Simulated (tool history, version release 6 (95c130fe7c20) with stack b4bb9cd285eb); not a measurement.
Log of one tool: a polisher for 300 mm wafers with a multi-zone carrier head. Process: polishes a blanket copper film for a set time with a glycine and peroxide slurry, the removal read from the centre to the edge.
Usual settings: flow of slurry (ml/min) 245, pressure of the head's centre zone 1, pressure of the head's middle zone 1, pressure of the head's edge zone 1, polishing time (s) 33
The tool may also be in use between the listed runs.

| run | hour | flow of slurry (ml/min) | pressure of the head's centre zone | pressure of the head's middle zone | pressure of the head's edge zone | polishing time (s) | wafers since the last listed run | wafers polished on this pad | hours since the slurry nozzle was cleaned | hours since the centre zone pressure was calibrated | hours since the edge zone pressure was calibrated | hours since the carrier head's membrane was replaced | incoming thickness of the incoming film, nm | film removed at the wafer's centre (Å) | film removed at mid-radius (Å) | film removed at the wafer's edge (Å) |
|---|---|---|---|---|---|---|---|---|---|---|---|---|---|---|---|---|
| 1 | 0 | 245 | 1 | 1 | 1 | 42 | 0 | 322 | 84.9 | 638.9 | 539.5 | 580.9 | 1694.4 | 1676 | 1936 | 1867 |
| 2 | 7.9 | 245 | 1 | 1 | 1 | 42 | 131 | 453 | 92.8 | 646.8 | 547.4 | 588.8 | 1670.9 | 1668 | 1970 | 1843 |
| 3 | 20.8 | 245 | 1 | 1 | 1 | 42 | 214 | 667 | 105.7 | 659.7 | 560.3 | 601.7 | 1703.3 | 1673 | 1954 | 1831 |
| 4 | 31 | 245 | 1 | 1.07 | 1 | 33 | 169 | 836 | 115.9 | 669.9 | 570.5 | 611.9 | 1667.2 | 1286 | 1640 | 1470 |
| 5 | 42.6 | 245 | 1 | 1.07 | 1 | 33 | 192 | 1029 | 127.5 | 681.5 | 582.1 | 623.5 | 1714.5 | 1291 | 1590 | 1459 |
|  | 59.9 | worn pad replaced by a new one |
| 6 | 60.4 | 245 | 1 | 1 | 1 | 33 | 229 | 8 | 145.3 | 699.3 | 599.9 | 641.3 | 1691.4 | 1307 | 1541 | 1469 |
| 7 | 71.7 | 245 | 1 | 1 | 1 | 33 | 187 | 196 | 156.6 | 710.6 | 611.2 | 652.6 | 1712.7 | 1290 | 1517 | 1451 |
| 8 | 83.9 | 245 | 1 | 1 | 1 | 33 | 202 | 398 | 168.8 | 722.8 | 623.4 | 664.8 | 1693.1 | 1250 | 1552 | 1464 |
| 9 | 90 | 245 | 1 | 1 | 1 | 33 | 101 | 499 | 174.9 | 728.9 | 629.5 | 670.9 | 1701.6 | 1282 | 1542 | 1482 |
|  | 99 | edge zone pressure recalibrated |
| 10 | 103.4 | 245 | 1.09 | 1.09 | 1.1 | 26 | 189 | 688 | 188.3 | 742.3 | 4.4 | 684.3 | 1664.3 | 1117 | 1292 | 1220 |
| 11 | 112.7 | 245 | 1 | 1 | 1 | 33 | 154 | 843 | 197.6 | 751.6 | 13.7 | 693.6 | 1699.8 | 1247 | 1504 | 1443 |
| 12 | 129.8 | 245 | 1 | 1 | 1 | 33 | 283 | 1126 | 214.7 | 768.7 | 30.8 | 710.7 | 1679.6 | 1255 | 1536 | 1466 |
|  | 136.8 | worn pad replaced by a new one |
|  | 145 | slurry nozzle cleaned |
| 13 | 150.3 | 245 | 1 | 1 | 1 | 33 | 257 | 206 | 5.3 | 789.2 | 51.3 | 731.2 | 1676.5 | 1235 | 1529 | 1460 |
| 14 | 160.2 | 200 | 1 | 0.94 | 1 | 33 | 164 | 371 | 15.2 | 799.1 | 61.2 | 741.1 | 1701.4 | 1223 | 1400 | 1438 |
|  | 168.4 | carrier head's membrane replaced by a new one |
| 15 | 178.1 | 245 | 1 | 1 | 1 | 33 | 214 | 585 | 33.1 | 817 | 79.1 | 9.7 | 1699.8 | 1211 | 1538 | 1445 |
| 16 | 186.5 | 245 | 1 | 1.11 | 1.11 | 27 | 139 | 724 | 41.5 | 825.4 | 87.5 | 18.1 | 1675.5 | 995 | 1378 | 1248 |
|  | 188.6 | centre zone pressure recalibrated |
| 17 | 199.8 | 245 | 0.96 | 1 | 1 | 29 | 187 | 912 | 54.8 | 11.2 | 100.8 | 31.4 | 1683.1 | 1209 | 1337 | 1282 |
| 18 | 212.7 | 245 | 1 | 1 | 1 | 33 | 214 | 1126 | 67.7 | 24.1 | 113.7 | 44.3 | 1697.5 | 1472 | 1530 | 1441 |
|  | 229.5 | worn pad replaced by a new one |
| 19 | 230 | 280 | 1 | 1 | 1 | 33 | 220 | 8 | 85 | 41.4 | 131 | 61.6 | 1690.2 | 1487 | 1548 | 1493 |
| 20 | 240.5 | 245 | 1.06 | 0.96 | 1 | 33 | 174 | 182 | 95.5 | 51.9 | 141.5 | 72.1 | 1672 | 1552 | 1451 | 1475 |
| 21 | 250.9 | 245 | 1 | 1.09 | 1 | 33 | 172 | 355 | 105.9 | 62.3 | 151.9 | 82.5 | 1692 | 1437 | 1652 | 1471 |

Forecast each of these 5 alternatives for the next run:
| A | 251.3 | 275 | 1 | 1 | 1 | 33 | 6 | 362 | 106.3 | 62.7 | 152.3 | 82.9 | 1676.6 | ? | ? | ? |
| B | 251.3 | 245 | 1 | 0.92 | 1.06 | 33 | 6 | 362 | 106.3 | 62.7 | 152.3 | 82.9 | 1676.6 | ? | ? | ? |
| C | 251.3 | 245 | 1 | 0.9 | 0.93 | 33 | 6 | 362 | 106.3 | 62.7 | 152.3 | 82.9 | 1676.6 | ? | ? | ? |
| D | 251.3 | 245 | 1 | 1 | 0.91 | 27 | 6 | 362 | 106.3 | 62.7 | 152.3 | 82.9 | 1676.6 | ? | ? | ? |
| E | 251.3 | 245 | 1 | 0.93 | 1 | 33 | 6 | 362 | 106.3 | 62.7 | 152.3 | 82.9 | 1676.6 | ? | ? | ? |

| run | film removed at the wafer's centre (Å) | film removed at mid-radius (Å) | film removed at the wafer's edge (Å) |
|---|---|---|---|
| A | 1489 | 1564 | 1463 |
| B | 1470 | 1442 | 1495 |
| C | 1470 | 1416 | 1404 |
| D | 1203 | 1266 | 1136 |
| E | 1470 | 1455 | 1452 |
Without the tool's hidden state the same runs would have given:
| run | film removed at the wafer's centre (Å) | film removed at mid-radius (Å) | film removed at the wafer's edge (Å) |
|---|---|---|---|
| A | 1501 | 1564 | 1463 |
| B | 1482 | 1442 | 1495 |
| C | 1482 | 1416 | 1404 |
| D | 1213 | 1265 | 1136 |
| E | 1482 | 1455 | 1452 |
